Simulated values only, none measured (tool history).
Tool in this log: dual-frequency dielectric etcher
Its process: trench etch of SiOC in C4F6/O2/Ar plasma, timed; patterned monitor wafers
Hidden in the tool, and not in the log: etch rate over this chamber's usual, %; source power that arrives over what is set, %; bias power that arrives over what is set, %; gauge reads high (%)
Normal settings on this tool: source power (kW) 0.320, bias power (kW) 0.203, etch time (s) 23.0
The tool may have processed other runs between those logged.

run	hour	source power (kW)	bias power (kW)	etch time (s)	wafers since the last listed run	hours since the last wet clean	hours since the last source power generator calibration	hours since the last bias power generator calibration	hours since the last upper electrode change	hours since the gauge calibration	read-back reference wafer on the same gauge, depth_nm	mean etch depth across the wafer (nm)
1	0.0	0.320	0.219	23.0	0	153.6	3166.3	4207.4	4514.1	157.3	46.79	47.27
2	49.4	0.320	0.203	23.0	820	203.0	3215.7	4256.8	4563.5	206.7	46.78	46.51
3	108.1	0.320	0.203	23.0	974	261.7	3274.4	4315.5	4622.2	265.4	46.84	46.00
4	154.7	0.320	0.203	23.0	773	308.3	3321.0	4362.1	4668.8	312.0	46.81	46.59
5	186.2	0.320	0.203	23.0	523	339.8	3352.5	4393.6	4700.3	343.5	46.80	46.49
6	217.7	0.320	0.203	23.0	523	371.3	3384.0	4425.1	4731.8	375.0	46.81	46.43
7	283.5	0.320	0.203	23.0	1092	437.1	3449.8	4490.9	4797.6	440.8	46.80	46.62
8	334.6	0.320	0.203	23.0	848	488.2	3500.9	4542.0	4848.7	491.9	46.79	46.86
9	406.0	0.320	0.203	23.0	1185	559.6	3572.3	4613.4	4920.1	563.3	46.81	46.87
10	434.0	0.320	0.203	23.0	464	587.6	3600.3	4641.4	4948.1	591.3	46.80	47.22
# hour 477.0: wet clean of the chamber
11	488.3	0.320	0.203	23.0	503	11.3	3654.6	4695.7	5002.4	645.6	46.80	46.23
12	546.1	0.320	0.203	23.0	959	69.1	3712.4	4753.5	5060.2	703.4	46.83	45.95
13	574.1	0.320	0.203	23.0	464	97.1	3740.4	4781.5	5088.2	731.4	46.82	46.29
14	617.6	0.320	0.203	23.0	722	140.6	3783.9	4825.0	5131.7	774.9	46.79	46.58
15	682.9	0.320	0.203	23.0	1084	205.9	3849.2	4890.3	5197.0	840.2	46.85	46.09
16	710.9	0.270	0.174	23.0	464	233.9	3877.2	4918.3	5225.0	868.2	46.81	41.94
17	750.2	0.360	0.237	23.0	652	273.2	3916.5	4957.6	5264.3	907.5	46.79	50.70
# hour 792.7: gauge calibrated
18	797.4	0.320	0.203	23.0	783	320.4	3963.7	5004.8	5311.5	4.7	46.79	46.69
19	843.9	0.240	0.177	25.0	772	366.9	4010.2	5051.3	5358.0	51.2	46.80	44.44
20	883.0	0.320	0.203	23.0	649	406.0	4049.3	5090.4	5397.1	90.3	46.78	46.96
21	941.5	0.400	0.163	28.5	971	464.5	4107.8	5148.9	5455.6	148.8	46.81	58.53
# hour 984.1: upper electrode replaced
# hour 1011.6: wet clean of the chamber
# hour 1101.8: source power generator calibrated
# hour 1105.0: bias power generator calibrated
22	1122.0	0.320	0.203	23.0	2081	110.4	20.2	17.0	137.9	329.3	46.76	46.07
23	1162.5	0.370	0.241	16.5	672	150.9	60.7	57.5	178.4	369.8	46.80	36.77
24	1214.7	0.320	0.155	20.0	866	203.1	112.9	109.7	230.6	422.0	46.79	37.24
25	1259.0	0.320	0.165	19.0	735	247.4	157.2	154.0	274.9	466.3	46.80	36.27
26	1310.9	0.290	0.233	23.0	861	299.3	209.1	205.9	326.8	518.2	46.78	46.93
27	1350.0	0.320	0.228	23.0	649	338.4	248.2	245.0	365.9	557.3	46.79	48.27
28	1390.6	0.270	0.174	23.0	674	379.0	288.8	285.6	406.5	597.9	46.82	41.76

Selected run-to-run steps in mean etch depth across the wafer (nm), each split into two signed amounts: the part the tool would show with no hidden state at all (from settings, incoming material and random variation), and the remainder, which goes to the hidden state together with any gauge scatter not common to the measured and the hidden-state-free results:
Run 10 -> 11: wet clean of the chamber. mean etch depth across the wafer (nm) -0.99: hidden state -0.80, all else -0.19.
Run 20 -> 21: source power (kW) 0.320 -> 0.400, bias power (kW) 0.203 -> 0.163, etch time (s) 23.0 -> 28.5. mean etch depth across the wafer (nm) +11.57: hidden state +0.25, all else +11.32.
Run 21 -> 22: source power (kW) 0.400 -> 0.320, bias power (kW) 0.163 -> 0.203, etch time (s) 28.5 -> 23.0, upper electrode replaced, wet clean of the chamber, source power generator calibrated, bias power generator calibrated. mean etch depth across the wafer (nm) -12.46: hidden state -0.68, all else -11.78.

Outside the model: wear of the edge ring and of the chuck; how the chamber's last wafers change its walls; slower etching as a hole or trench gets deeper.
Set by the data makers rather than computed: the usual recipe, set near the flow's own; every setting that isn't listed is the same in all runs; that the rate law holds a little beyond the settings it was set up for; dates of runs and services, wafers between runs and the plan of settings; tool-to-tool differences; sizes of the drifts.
